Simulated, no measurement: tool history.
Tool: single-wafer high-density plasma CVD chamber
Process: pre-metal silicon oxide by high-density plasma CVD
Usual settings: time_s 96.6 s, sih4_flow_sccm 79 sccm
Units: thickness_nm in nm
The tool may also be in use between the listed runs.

| run | hour | time_s | sih4_flow_sccm | wafers since the last listed run | hours since the silane flow controller was replaced | hours since the gauge calibration | read-back reference wafer on the same gauge, thickness_nm | thickness_nm |
|---|---|---|---|---|---|---|---|---|
| 1 | 0 | 106.3 | 79 | 0 | 3467.9 | 494.9 | 782.486 | 837.904 |
| 2 | 102.5 | 111.1 | 79 | 1781 | 3570.4 | 597.4 | 781.682 | 872.857 |
| 3 | 151.6 | 110.3 | 75 | 853 | 3619.5 | 646.5 | 781.743 | 822.73 |
| 4 | 232.8 | 110.3 | 75 | 1411 | 3700.7 | 727.7 | 782.448 | 827.114 |
| 5 | 338 | 111.8 | 91 | 1828 | 3805.9 | 832.9 | 782.091 | 1013.995 |
| 6 | 441.3 | 111.8 | 91 | 1795 | 3909.2 | 936.2 | 782.308 | 1009.913 |
| 7 | 544.4 | 96.6 | 79 | 1791 | 4012.3 | 1039.3 | 781.578 | 760.247 |
| 8 | 641.2 | 96.6 | 79 | 1682 | 4109.1 | 1136.1 | 782.497 | 753.649 |
| 9 | 700.3 | 96.6 | 79 | 1027 | 4168.2 | 1195.2 | 781.967 | 755.531 |
| 10 | 772.9 | 96.6 | 72 | 1261 | 4240.8 | 1267.8 | 781.519 | 685.491 |
| 11 | 848.6 | 96.6 | 79 | 1315 | 4316.5 | 1343.5 | 781.686 | 754.563 |
| 12 | 917.8 | 96.6 | 79 | 1202 | 4385.7 | 1412.7 | 782.09 | 752.534 |
| 13 | 1002.7 | 96.6 | 79 | 1475 | 4470.6 | 1497.6 | 781.548 | 753.17 |
| 14 | 1100.2 | 88 | 66 | 1694 | 4568.1 | 1595.1 | 782.3 | 574.911 |
| 15 | 1197.6 | 105.2 | 70 | 1692 | 4665.5 | 1692.5 | 782.305 | 728.94 |
|  | 1222.7 | gauge calibrated |
| 16 | 1274.3 | 96.6 | 79 | 1332 | 4742.2 | 51.6 | 781.716 | 749.461 |
| 17 | 1381.7 | 91.6 | 84 | 1866 | 4849.6 | 159 | 782.126 | 760.528 |
|  | 1426.4 | silane flow controller replaced |
| 18 | 1450.1 | 88.4 | 65 | 1049 | 23.7 | 227.4 | 782.145 | 587.295 |
| 19 | 1497.9 | 96.6 | 79 | 830 | 71.5 | 275.2 | 782.312 | 779.32 |
| 20 | 1535.2 | 104.9 | 92 | 648 | 108.8 | 312.5 | 781.841 | 988.846 |
| 21 | 1613.1 | 96.6 | 79 | 1353 | 186.7 | 390.4 | 782.077 | 783.207 |
| 22 | 1650.3 | 96.6 | 79 | 646 | 223.9 | 427.6 | 781.831 | 777.799 |
| 23 | 1704.7 | 96.6 | 89 | 945 | 278.3 | 482 | 782.026 | 879.215 |
| 24 | 1899 | 96.6 | 79 | 3376 | 472.6 | 676.3 | 782.096 | 776.452 |
| 25 | 1967.1 | 108.8 | 70 | 1183 | 540.7 | 744.4 | 781.74 | 775.484 |
| 26 | 2050.8 | 89.5 | 79 | 1454 | 624.4 | 828.1 | 781.896 | 721.309 |

Measured less the same run without the tool's hidden state. The same run-to-run variation is in both; the gauge's scatter may not be:
The hidden state here: delivered silane flow above the setpoint (%); gauge reads high (%).
| run | thickness_nm |
|---|---|
| 1 | -22.773 |
| 2 | -24.528 |
| 3 | -23.485 |
| 4 | -24.217 |
| 5 | -30.653 |
| 6 | -31.475 |
| 7 | -24.406 |
| 8 | -24.858 |
| 9 | -25.326 |
| 10 | -23.433 |
| 11 | -26.315 |
| 12 | -26.72 |
| 13 | -27.329 |
| 14 | -21.375 |
| 15 | -27.753 |
| 16 | -29.063 |
| 17 | -30.245 |
| 18 | -0.793 |
| 19 | -1.371 |
| 20 | -2.056 |
| 21 | -2.152 |
| 22 | -2.385 |
| 23 | -3.107 |
| 24 | -4.042 |
| 25 | -4.493 |
| 26 | -4.7 |
